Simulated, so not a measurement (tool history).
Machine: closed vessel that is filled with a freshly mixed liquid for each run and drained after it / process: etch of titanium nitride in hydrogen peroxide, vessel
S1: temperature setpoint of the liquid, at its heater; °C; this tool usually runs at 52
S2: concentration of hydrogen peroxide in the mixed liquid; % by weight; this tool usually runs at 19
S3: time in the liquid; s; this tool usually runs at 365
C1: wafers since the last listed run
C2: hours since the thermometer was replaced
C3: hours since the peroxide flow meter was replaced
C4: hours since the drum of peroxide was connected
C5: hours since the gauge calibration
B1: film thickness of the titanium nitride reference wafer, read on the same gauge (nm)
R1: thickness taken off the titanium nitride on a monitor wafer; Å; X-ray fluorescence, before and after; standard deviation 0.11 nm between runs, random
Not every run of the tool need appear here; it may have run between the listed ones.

run	hour	S1	S2	S3	C1	C2	C3	C4	C5	B1	R1
1	0	58.5	19	365	0	850.4	333.5	1148.4	643.1	119.98	396
# hour 17: new drum of peroxide connected
2	142	52	22	295	13906	992.4	475.5	125	785.1	120.04	209
3	207.6	52	22	295	6469	1058	541.1	190.6	850.7	119.99	208.9
4	289.2	52	22	295	8047	1139.6	622.7	272.2	932.3	120.01	209.3
5	333.9	52	19	365	4408	1184.3	667.4	316.9	977	120.03	249.9
6	388.6	52	19	365	5394	1239	722.1	371.6	1031.7	120.02	251.5
7	492.4	52	19	520	10237	1342.8	825.9	475.4	1135.5	119.99	355.1
8	558.3	52	19	520	6499	1408.7	891.8	541.3	1201.4	119.98	359.3
9	609.5	52	19	425	5049	1459.9	943	592.5	1252.6	120.02	290.5
10	669.4	52	22	365	5907	1519.8	1002.9	652.4	1312.5	120.03	257.9
# hour 677.2: thermometer replaced
11	730.2	52	22	365	5897	53	1063.7	713.2	1373.3	120.01	256.1
12	783.9	52	19	365	5296	106.7	1117.4	766.9	1427	119.99	248.9
13	861.2	52	19	365	7623	184	1194.7	844.2	1504.3	119.98	248.9
14	929.2	61	15.5	510	6706	252	1262.7	912.2	1572.3	119.97	630
15	983.8	56.5	23	210	5384	306.6	1317.3	966.8	1626.9	119.99	204.6
16	1026.5	52	17	510	4211	349.3	1360	1009.5	1669.6	120.01	341.9

For run 17, what comes out?
# hour 1116: gauge calibrated
17	1170.6	52	19	180	14211	493.4	1504.1	1153.6	54.6	?	?

Run 17 yielded B1 120.01, R1 123.8 Å.
With no hidden state in the tool, this same run would have given R1 123.8 Å.

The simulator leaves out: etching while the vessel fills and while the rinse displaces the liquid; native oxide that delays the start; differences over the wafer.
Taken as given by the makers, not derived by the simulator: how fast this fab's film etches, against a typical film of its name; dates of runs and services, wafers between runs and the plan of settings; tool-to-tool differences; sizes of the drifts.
